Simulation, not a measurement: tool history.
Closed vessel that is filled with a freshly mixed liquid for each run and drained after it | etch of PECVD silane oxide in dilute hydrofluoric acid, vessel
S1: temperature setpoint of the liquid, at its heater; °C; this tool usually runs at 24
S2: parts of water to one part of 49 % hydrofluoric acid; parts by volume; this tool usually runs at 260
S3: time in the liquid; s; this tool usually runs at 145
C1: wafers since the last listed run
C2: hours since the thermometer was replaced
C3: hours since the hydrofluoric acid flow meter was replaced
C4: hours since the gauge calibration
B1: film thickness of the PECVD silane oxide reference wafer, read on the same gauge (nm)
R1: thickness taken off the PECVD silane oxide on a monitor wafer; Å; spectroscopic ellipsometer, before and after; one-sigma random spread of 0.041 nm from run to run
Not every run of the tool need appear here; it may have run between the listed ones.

run,day,S1,S2,S3,C1,C2,C3,C4,B1,R1
1,0,24,260,145,0,1585.1,948.5,239.6,109.99,85.2
2,2.425,24,260,145,7717,1643.3,1006.7,297.8,110.02,84.9
3,5.35,24,165,145,9308,1713.5,1076.9,368,110,146.8
4,7.083,24,165,145,5516,1755.1,1118.5,409.6,110,147.2
# day 8.421: hydrofluoric acid flow meter replaced
5,8.971,24,165,145,5874,1800.4,13.2,454.9,109.99,147.2
6,15.608,24,180,145,21124,1959.7,172.5,614.2,110,131.6
7,22.871,24,180,145,23113,2134,346.8,788.5,110.01,131.2
8,24.496,24,355,145,5171,2173,385.8,827.5,109.99,55.6
9,32.225,24,355,145,24598,2358.5,571.3,1013,109.98,56.1
10,34.15,24,260,145,6126,2404.7,617.5,1059.2,110.01,82.4
11,36.242,24,260,145,6656,2454.9,667.7,1109.4,109.99,83.1
12,37.254,24,260,145,3222,2479.2,692,1133.7,110.01,81.9
13,39.379,24,260,145,6762,2530.2,743,1184.7,110,82.4
14,40.596,24,260,145,3872,2559.4,772.2,1213.9,110.01,82.1
15,43.179,24,260,145,8221,2621.4,834.2,1275.9,109.99,82.4
16,45.767,24,260,170,8234,2683.5,896.3,1338,109.97,96.9
17,48.308,24,260,145,8088,2744.5,957.3,1399,110.03,81.6
18,50.238,24,260,145,6139,2790.8,1003.6,1445.3,109.99,81.3
# day 50.817: thermometer replaced
19,51.308,20,260,145,3275,11.8,1029.3,1471,110,77.5
20,53.246,24,260,145,6166,58.3,1075.8,1517.5,109.99,89.3
# day 56.054: hydrofluoric acid flow meter replaced
21,56.208,25.5,145,180,9295,129.4,3.7,1588.6,110.01,237.5
22,58.158,24,260,75,6205,176.2,50.5,1635.4,109.99,46
23,60.292,21,310,120,6789,227.4,101.7,1686.6,110.01,52.9
24,61.508,22.5,260,145,3872,256.6,130.9,1715.8,110,84.3
# day 61.629: gauge calibrated
25,62.604,24,260,145,3487,282.9,157.2,23.4,109.99,89
26,69.925,25.5,335,220,23298,458.6,332.9,199.1,109.98,101
27,71.038,24,215,190,3540,485.3,359.6,225.8,109.99,145.9
28,73.571,20.5,260,145,8062,546.1,420.4,286.6,110.01,77.6
29,76.079,26.5,260,220,7982,606.3,480.6,346.8,110,146.3
30,77.371,25.5,335,220,4110,637.3,511.6,377.8,110.01,101.9
31,79.546,26.5,260,180,6922,689.5,563.8,430,110,120.1
32,80.871,24,330,145,4216,721.3,595.6,461.8,110.01,63.9
33,83.867,24,320,90,9534,793.2,667.5,533.7,110,41.6

Below are 3 alternative next runs, each starting from the tool's condition after run 33. Predict each:
A,83.896,24,260,145,92,793.9,668.2,534.4,?,?
B,83.896,28.5,260,110,92,793.9,668.2,534.4,?,?
C,83.896,27.5,305,165,92,793.9,668.2,534.4,?,?

run,B1,R1
A,109.99,87.5
B,109.99,77.7
C,109.99,91.6
With the hidden condition removed and each run's random variation left untouched, the same runs would have given:
run,R1
A,90.2
B,79.9
C,94.2
